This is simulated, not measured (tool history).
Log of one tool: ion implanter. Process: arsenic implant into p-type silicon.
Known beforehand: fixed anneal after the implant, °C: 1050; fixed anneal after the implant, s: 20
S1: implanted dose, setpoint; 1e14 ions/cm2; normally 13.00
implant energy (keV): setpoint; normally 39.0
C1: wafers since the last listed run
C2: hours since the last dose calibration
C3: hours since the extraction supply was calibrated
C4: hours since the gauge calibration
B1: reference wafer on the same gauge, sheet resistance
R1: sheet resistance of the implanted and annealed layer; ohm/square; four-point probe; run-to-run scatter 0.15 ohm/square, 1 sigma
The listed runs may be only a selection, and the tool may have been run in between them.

Run 1, day 0.000: usual settings; C1 0; C2 1020.3; C3 2272.1; C4 220.5; B1 99.65. Result: R1 94.74 ohm/square.
At day 0.550: gauge calibrated.
Run 2, day 1.254: usual settings; C1 459; C2 1050.4; C3 2302.2; C4 16.9; B1 99.57. Result: R1 94.85 ohm/square.
Run 3, day 2.696: usual settings but S1 11.52 1e14 ions/cm2; C1 527; C2 1085.0; C3 2336.8; C4 51.5; B1 99.58. Result: R1 102.20 ohm/square.
Run 4, day 3.788: usual settings but S1 11.52 1e14 ions/cm2; C1 399; C2 1111.2; C3 2363.0; C4 77.7; B1 99.59. Result: R1 102.36 ohm/square.
At day 4.208: extraction supply calibrated.
Run 5, day 4.312: usual settings but implant energy (keV) 31.0; C1 70; C2 1123.8; C3 2.5; C4 90.3; B1 99.58. Result: R1 98.72 ohm/square.
Run 6, day 5.008: usual settings; C1 254; C2 1140.5; C3 19.2; C4 107.0; B1 99.58. Result: R1 94.66 ohm/square.
Run 7, day 5.538: usual settings; C1 193; C2 1153.2; C3 31.9; C4 119.7; B1 99.61. Result: R1 94.60 ohm/square.
Run 8, day 6.862: usual settings but S1 15.44 1e14 ions/cm2, implant energy (keV) 43.0; C1 485; C2 1185.0; C3 63.7; C4 151.5; B1 99.60. Result: R1 83.54 ohm/square.
At day 7.712: Faraday cup replaced and dose calibrated.
Run 9, day 8.304: usual settings but S1 15.87 1e14 ions/cm2, implant energy (keV) 27.5; C1 405; C2 14.2; C3 98.3; C4 186.1; B1 99.62. Result: R1 92.08 ohm/square.
Run 10, day 9.017: usual settings but S1 16.88 1e14 ions/cm2, implant energy (keV) 48.5; C1 260; C2 31.3; C3 115.4; C4 203.2; B1 99.62. Result: R1 78.82 ohm/square.
At day 9.529: gauge calibrated.
Run 11, day 10.367: usual settings but S1 15.37 1e14 ions/cm2, implant energy (keV) 28.0; C1 494; C2 63.7; C3 147.8; C4 20.1; B1 99.62. Result: R1 93.17 ohm/square.
Run 12, day 11.050: usual settings; C1 250; C2 80.1; C3 164.2; C4 36.5; B1 99.63. Result: R1 96.84 ohm/square.
Run 13, day 12.538: usual settings; C1 544; C2 115.8; C3 199.9; C4 72.2; B1 99.63. Result: R1 96.64 ohm/square.
Run 14, day 13.079: usual settings but S1 9.89 1e14 ions/cm2, implant energy (keV) 29.0; C1 198; C2 128.8; C3 212.9; C4 85.2; B1 99.58. Result: R1 121.23 ohm/square.

Table of differences, measured result less the result of that run with no hidden state. Run-to-run variation is the same in both. Gauge scatter possibly is not:
The hidden state here: deviation of the true dose from the Faraday cup's reading, %; deviation of the true energy from its setpoint, %; gauge reads high (%).
run     R1
  1  -2.16
  2  -2.24
  3  -2.61
  4  -2.68
  5  -2.36
  6  -2.42
  7  -2.45
  8  -2.10
  9  -0.10
 10  -0.13
 11  -0.20
 12  -0.28
 13  -0.36
 14  -0.52
